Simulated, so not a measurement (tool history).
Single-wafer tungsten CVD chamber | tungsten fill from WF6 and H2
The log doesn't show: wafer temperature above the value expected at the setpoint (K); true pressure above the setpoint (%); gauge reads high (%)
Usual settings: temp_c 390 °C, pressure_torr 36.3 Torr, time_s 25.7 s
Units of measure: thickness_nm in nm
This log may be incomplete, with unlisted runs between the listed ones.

run,hour,temp_c,pressure_torr,time_s,wafers since the last listed run,hours since the last thermocouple change,hours since the last manometer calibration,hours since the showerhead was replaced,hours since the gauge calibration,"read-back reference wafer on the same gauge, thickness_nm",thickness_nm
1,0,390,36.3,25.7,0,676.7,2051.3,5017.7,79.6,61.44,67.321
2,23.4,390,36.3,25.7,531,700.1,2074.7,5041.1,103,61.542,67.614
3,47.3,390,36.3,25.7,542,724,2098.6,5065,126.9,61.513,67.269
4,60.5,390,36.3,25.7,299,737.2,2111.8,5078.2,140.1,61.52,67.759
5,75.8,390,36.3,25.7,347,752.5,2127.1,5093.5,155.4,61.454,68.229
6,95.8,384,36.3,25.7,453,772.5,2147.1,5113.5,175.4,61.516,60.894
7,124,384,36.3,25.7,640,800.7,2175.3,5141.7,203.6,61.518,60.866
8,148.4,390,36.3,25.7,553,825.1,2199.7,5166.1,228,61.426,67.705
# hour 162: gauge calibrated
# hour 198.4: capacitance manometer re-zeroed and calibrated
# hour 201.3: thermocouple changed; heater temperature recalibrated
9,237.9,376,44,25.7,1784,36.6,39.5,5255.6,75.9,61.403,54.853
# hour 251.9: showerhead replaced
10,252.4,395,39.4,25.7,147,51.1,54,0.5,90.4,61.544,74.067
11,274.4,390,36.3,25.7,499,73.1,76,22.5,112.4,61.463,65.739
12,376.3,390,44.5,25.7,2312,175,177.9,124.4,214.3,61.477,70.829
13,388.6,382,31.9,24.2,279,187.3,190.2,136.7,226.6,61.515,51.914
14,412.9,375,36.3,25.7,551,211.6,214.5,161,250.9,61.429,50.389

3 options for the next run, each taken on its own from the tool as it stands now. Forecast them:
A,413.3,390,36.3,20.8,9,212,214.9,161.4,251.3,?,?
B,413.3,395,42.5,20.6,9,212,214.9,161.4,251.3,?,?
C,413.3,390,32.1,21.6,9,212,214.9,161.4,251.3,?,?

run,"read-back reference wafer on the same gauge, thickness_nm",thickness_nm
A,61.588,53.809
B,61.588,61.241
C,61.588,53.676
With no hidden state in the tool, these same runs would have given:
run,thickness_nm
A,53.675
B,61.09
C,53.542

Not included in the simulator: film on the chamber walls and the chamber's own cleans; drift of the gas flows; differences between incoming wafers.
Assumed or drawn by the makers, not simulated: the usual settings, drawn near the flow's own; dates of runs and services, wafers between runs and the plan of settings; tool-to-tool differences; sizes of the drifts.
